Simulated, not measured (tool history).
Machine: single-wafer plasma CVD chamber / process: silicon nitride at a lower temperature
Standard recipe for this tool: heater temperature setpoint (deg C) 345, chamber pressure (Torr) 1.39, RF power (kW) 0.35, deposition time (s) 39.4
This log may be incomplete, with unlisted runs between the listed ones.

run   hour  heater temperature setpoint (deg C)  chamber pressure (Torr)  RF power (kW)  deposition time (s)  wafers since the last listed run  hours since the last thermocouple change  hours since the last RF generator calibration  hours since the last manometer calibration  hours since the showerhead was replaced  hours since the gauge calibration  read-back reference wafer on the same gauge, thickness_nm  mean film thickness on the monitor wafer (nm)
  1      0                                  345                     1.39           0.35                 39.4                                 0                                    1767.4                                         1878.3                                      3002.4                                   2571.5                               38.5                                                     37.886                                         45.816
  2    7.8                                  345                     1.39           0.35                 39.4                               152                                    1775.2                                         1886.1                                      3010.2                                   2579.3                               46.3                                                     37.895                                         45.934
  3   25.7                                  345                     1.39           0.35                 39.4                               350                                    1793.1                                           1904                                      3028.1                                   2597.2                               64.2                                                     37.875                                         45.669
  4   42.8                                  345                     1.39           0.35                 45.3                               334                                    1810.2                                         1921.1                                      3045.2                                   2614.3                               81.3                                                       37.9                                         52.413
  5   53.7                                  345                     1.39           0.35                 45.3                               213                                    1821.1                                           1932                                      3056.1                                   2625.2                               92.2                                                     37.912                                         52.407
  6   66.9                                  345                     1.39           0.35                 45.3                               258                                    1834.3                                         1945.2                                      3069.3                                   2638.4                              105.4                                                     37.902                                         52.786
      85.2  -- thermocouple changed; heater temperature recalibrated
  7   85.7                                  342                     1.39           0.35                 39.4                               211                                       0.5                                           1964                                      3088.1                                   2657.2                              124.2                                                     37.885                                         45.803
  8   96.7                                  356                     1.39           0.35                 39.4                               215                                      11.5                                           1975                                      3099.1                                   2668.2                              135.2                                                     37.912                                         45.503
      98.2  -- gauge calibrated
  9  107.9                                  345                     1.39          0.325                 39.4                               219                                      22.7                                         1986.2                                      3110.3                                   2679.4                                9.7                                                     37.899                                         43.498
 10  124.4                                  357                     1.39          0.385                 42.2                               323                                      39.2                                         2002.7                                      3126.8                                   2695.9                               26.2                                                     37.899                                         52.132
 11  130.4                                  333                     1.39           0.35                 39.4                               117                                      45.2                                         2008.7                                      3132.8                                   2701.9                               32.2                                                     37.883                                         45.843
     142.8  -- RF generator calibrated
     144.1  -- showerhead replaced
 12  144.7                                  345                     1.15           0.29                 39.4                                97                                      59.5                                            1.9                                      3147.1                                      0.6                               46.5                                                     37.897                                          37.69
     154.4  -- capacitance manometer re-zeroed and calibrated
 13  159.3                                  345                     1.39          0.295                 39.4                               129                                      74.1                                           16.5                                         4.9                                     15.2                               61.1                                                     37.882                                         40.354
 14  174.2                                  345                      1.5           0.35                 39.4                               291                                        89                                           31.4                                        19.8                                     30.1                                 76                                                     37.911                                          46.71
 15  190.9                                  349                     1.48          0.395                 39.4                               327                                     105.7                                           48.1                                        36.5                                     46.8                               92.7                                                     37.899                                         50.706
 16  203.5                                  354                     1.17           0.35                 33.7                               246                                     118.3                                           60.7                                        49.1                                     59.4                              105.3                                                     37.887                                         37.058
 17  213.3                                  345                     1.39           0.35                 39.4                               191                                     128.1                                           70.5                                        58.9                                     69.2                              115.1                                                      37.87                                         45.726

4 options for the next run, each taken on its own from the tool as it stands now. Forecast them:
  A  213.7                                  345                     1.39           0.35                 39.4                                 7                                     128.5                                           70.9                                        59.3                                     69.6                              115.5                                                          ?                                              ?
  B  213.7                                  341                     1.39            0.3                 39.4                                 7                                     128.5                                           70.9                                        59.3                                     69.6                              115.5                                                          ?                                              ?
  C  213.7                                  345                     1.12           0.39                 39.4                                 7                                     128.5                                           70.9                                        59.3                                     69.6                              115.5                                                          ?                                              ?
  D  213.7                                  345                     1.27           0.39                 39.4                                 7                                     128.5                                           70.9                                        59.3                                     69.6                              115.5                                                          ?                                              ?

run  read-back reference wafer on the same gauge, thickness_nm  mean film thickness on the monitor wafer (nm)
  A                                                     37.898                                         45.676
  B                                                     37.898                                         40.903
  C                                                     37.898                                          45.94
  D                                                     37.898                                         47.853
Without the tool's hidden state the same runs would have given:
run  mean film thickness on the monitor wafer (nm)
  A                                         45.676
  B                                         40.903
  C                                          45.94
  D                                         47.853
